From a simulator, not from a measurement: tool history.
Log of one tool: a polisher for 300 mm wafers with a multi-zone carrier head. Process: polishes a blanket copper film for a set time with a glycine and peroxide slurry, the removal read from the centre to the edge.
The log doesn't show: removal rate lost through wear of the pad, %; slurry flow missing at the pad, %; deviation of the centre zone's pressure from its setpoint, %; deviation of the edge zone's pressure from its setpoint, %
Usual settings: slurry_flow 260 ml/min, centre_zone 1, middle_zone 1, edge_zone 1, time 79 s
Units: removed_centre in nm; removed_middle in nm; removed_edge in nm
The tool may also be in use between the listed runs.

run	hour	slurry_flow	centre_zone	middle_zone	edge_zone	time	wafers since the last listed run	wafers polished on this pad	hours since the slurry nozzle was cleaned	hours since the centre zone pressure was calibrated	hours since the edge zone pressure was calibrated	hours since the carrier head's membrane was replaced	incoming thickness of the incoming film, nm	removed_centre	removed_middle	removed_edge
1	0	260	1	1	1	79	0	1952	84.9	853.4	290.4	153.6	2081.6	574	554.3	567.6
2	43.2	260	1.1	1.04	1	52	285	2237	128.1	896.6	333.6	196.8	2072.3	407.1	372.1	361.5
3	91	285	0.94	1	1	79	315	2553	175.9	944.4	381.4	244.6	2035.8	526.3	544.3	540
# hour 111.5: worn pad replaced by a new one
4	143.1	230	1	1	1	60	317	209	228	996.5	433.5	296.7	2095.7	441.5	426	430.9
5	196.2	190	1	1	1	79	351	560	281.1	1049.6	486.6	349.8	2053.3	548.6	539.4	554.2
6	220.4	260	1	1.04	1	67	159	720	305.3	1073.8	510.8	374	2063.8	496.8	492.3	474.8
7	267	260	1	1	1	79	308	1028	351.9	1120.4	557.4	420.6	2058.6	569.3	560.5	566.2
8	313.2	260	1	1	1.1	79	305	1333	398.1	1166.6	603.6	466.8	2062.9	586.9	555	567.4
# hour 333.9: slurry nozzle cleaned
9	343.7	190	1	0.88	1	79	195	1528	9.8	1197.1	634.1	497.3	2078.4	536.7	475.1	527.7
10	401.9	260	1	1.1	1	68	384	1913	68	1255.3	692.3	555.5	2052.9	496.3	514	460.3
11	450.9	260	1	1	1.1	79	323	2237	117	1304.3	741.3	604.5	2044.3	567.6	537	564
# hour 466.9: centre zone pressure recalibrated
12	521.7	260	1	1	1	79	454	2691	187.8	54.8	812.1	675.3	2077.9	557.7	544.2	543.8
13	574.7	260	1	1	1	79	350	3042	240.8	107.8	865.1	728.3	2062.3	552.8	533.8	531.8
14	616.3	260	0.93	1	0.94	79	274	3317	282.4	149.4	906.7	769.9	2053.4	515.1	531.4	525.8
# hour 635.1: worn pad replaced by a new one
15	682.4	325	1	1	1	99	410	312	348.5	215.5	972.8	836	2049.7	754.3	721.3	726.4
16	726.8	260	1	1	1	79	293	605	392.9	259.9	1017.2	880.4	2067	591.4	559.3	547.4
17	785.6	260	1	1	1.05	95	388	994	451.7	318.7	1076	939.2	2103.8	699.7	683.4	685.6
# hour 823.6: edge zone pressure recalibrated
18	831.8	260	1.11	1.07	1.08	95	292	1286	497.9	364.9	8.2	985.4	2077.5	756.3	707.2	678.5
# hour 839.5: slurry nozzle cleaned
19	888.6	310	0.96	1	1.05	66	368	1655	49.1	421.7	65	1042.2	2108.9	469.4	472	472.7
20	936.8	260	0.96	1	1	106	318	1974	97.3	469.9	113.2	1090.4	2035.5	719.8	738.1	740
# hour 1049.9: worn pad replaced by a new one
21	1127.3	195	1	1	1	79	1232	511	287.8	660.4	303.7	1280.9	2049.7	548	539.1	549.6
22	1157.2	260	1	1	1	79	197	708	317.7	690.3	333.6	1310.8	2113.5	580.7	564.1	564.7

Forecast each of these 4 alternatives for the next run:
A	1157.6	260	1	1	1	68	2	711	318.1	690.7	334	1311.2	2112.8	?	?	?
B	1157.6	305	1	1	1	79	2	711	318.1	690.7	334	1311.2	2112.8	?	?	?
C	1157.6	260	0.9	1.07	0.91	79	2	711	318.1	690.7	334	1311.2	2112.8	?	?	?
D	1157.6	200	1	1.08	1.11	79	2	711	318.1	690.7	334	1311.2	2112.8	?	?	?

run	removed_centre	removed_middle	removed_edge
A	502.5	487.5	487.1
B	595.4	576.6	573.7
C	525.2	600.1	548.6
D	559.9	581.9	569.4
Without the tool's hidden state the same runs would have given:
run	removed_centre	removed_middle	removed_edge
A	510.3	495.1	494.7
B	604.7	585.6	582.7
C	533.4	609.5	557.2
D	568.7	591	578.3
